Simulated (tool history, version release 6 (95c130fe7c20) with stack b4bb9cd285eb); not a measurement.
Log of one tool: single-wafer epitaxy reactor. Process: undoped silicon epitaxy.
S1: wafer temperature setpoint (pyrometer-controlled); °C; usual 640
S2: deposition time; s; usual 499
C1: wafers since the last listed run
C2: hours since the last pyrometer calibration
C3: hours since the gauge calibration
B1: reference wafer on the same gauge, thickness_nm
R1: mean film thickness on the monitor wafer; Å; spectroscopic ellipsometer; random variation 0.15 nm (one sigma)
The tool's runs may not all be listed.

run    hour   S1   S2   C1      C2      C3      B1       R1
  1       0  640  499    0    1179  1100.8  74.344   670.97
  2    37.5  640  499  109  1216.5  1138.3  74.273   670.15
  3    81.9  640  499  130  1260.9  1182.7  74.278   667.78
  4   145.8  640  499  187  1324.8  1246.6  74.327   668.83
  5   177.3  640  463   92  1356.3  1278.1  74.322   624.17
  6   226.8  640  463  145  1405.8  1327.6  74.311    621.6
  7   266.2  640  479  115  1445.2    1367  74.268   643.33
  8   306.1  640  479  116  1485.1  1406.9  74.314   644.61
  9   376.3  640  499  205  1555.3  1477.1  74.324   669.93
 10   432.1  634  560  163  1611.1  1532.9  74.295   668.99
 11   484.8  634  560  154  1663.8  1585.6  74.324   666.51
 12   542.5  640  499  169  1721.5  1643.3  74.296   667.96
 13   613.1  640  499  206  1792.1  1713.9  74.283   671.32
 14   658.3  640  435  132  1837.3  1759.1  74.314   585.12
 15   683.6  640  435   74  1862.6  1784.4  74.309   583.55
 16   721.2  640  435  110  1900.2    1822  74.275   583.23
 17   754.2  648  499   96  1933.2    1855  74.237   781.04
 18   786.4  648  499   94  1965.4  1887.2  74.298   785.17
 19     817  633  499   89    1996  1917.8   74.33   583.51
 20   887.9  640  499  207  2066.9  1988.7  74.275   669.39
 21   923.3  640  499  103  2102.3  2024.1  74.269   669.25
 22   977.8  640  534  159  2156.8  2078.6  74.288   714.99
 23  1026.9  640  534  143  2205.9  2127.7  74.294   716.73
 24  1058.2  647  499   91  2237.2    2159  74.304   766.95
 25  1094.3  655  562  105  2273.3  2195.1   74.31  1007.67
 26  1123.3  649  586   84  2302.3  2224.1  74.284   935.81
 27  1165.4  640  499  123  2344.4  2266.2  74.325   672.73
     1192.2  -- pyrometer calibrated
 28  1217.5  646  499  129    25.3  2318.3  74.284   753.83
 29  1271.7  640  499  158    79.5  2372.5  74.352   670.72
     1285.3  -- gauge calibrated
 30  1303.7  632  499   93   111.5    18.4    74.3   572.81
 31  1338.5  640  583  101   146.3    53.2   74.29   780.24
 32  1381.1  649  499  124   188.9    95.8  74.295   798.57
 33  1585.2  640  401  597     393   299.9  74.305   538.51
 34  1622.3  640  452  108   430.1     337  74.324   608.61
 35    1648  632  552   75   455.8   362.7  74.294   634.52
 36  1673.9  632  414   75   481.7   388.6  74.295   475.24
 37  1714.3  631  499  118   522.1     429  74.296    561.1
 38  1780.9  634  560  195   588.7   495.6  74.303   667.87
 39  1846.3  640  559  191   654.1     561   74.28   751.03
 40  1898.5  640  499  152   706.3   613.2  74.252   670.42
 41  1926.3  633  405   81   734.1     641  74.318   474.56
 42  1991.6  640  429  191   799.4   706.3  74.273      575
 43  2055.3  647  437  186   863.1     770  74.293    673.5
 44  2101.5  650  585  135   909.3   816.2  74.295   956.14
 45  2161.7  640  567  176   969.5   876.4  74.239   758.01
 46    2211  640  549  144  1018.8   925.7  74.283   735.62

How the hidden state differs across the entries between the runs, from the last listed run before each to the first after it:
Between runs 27 and 28: pyrometer calibrated (hour 1192.2)
  no hidden state differs between the two runs
Between runs 29 and 30: gauge calibrated (hour 1285.3)
  no hidden state differs between the two runs

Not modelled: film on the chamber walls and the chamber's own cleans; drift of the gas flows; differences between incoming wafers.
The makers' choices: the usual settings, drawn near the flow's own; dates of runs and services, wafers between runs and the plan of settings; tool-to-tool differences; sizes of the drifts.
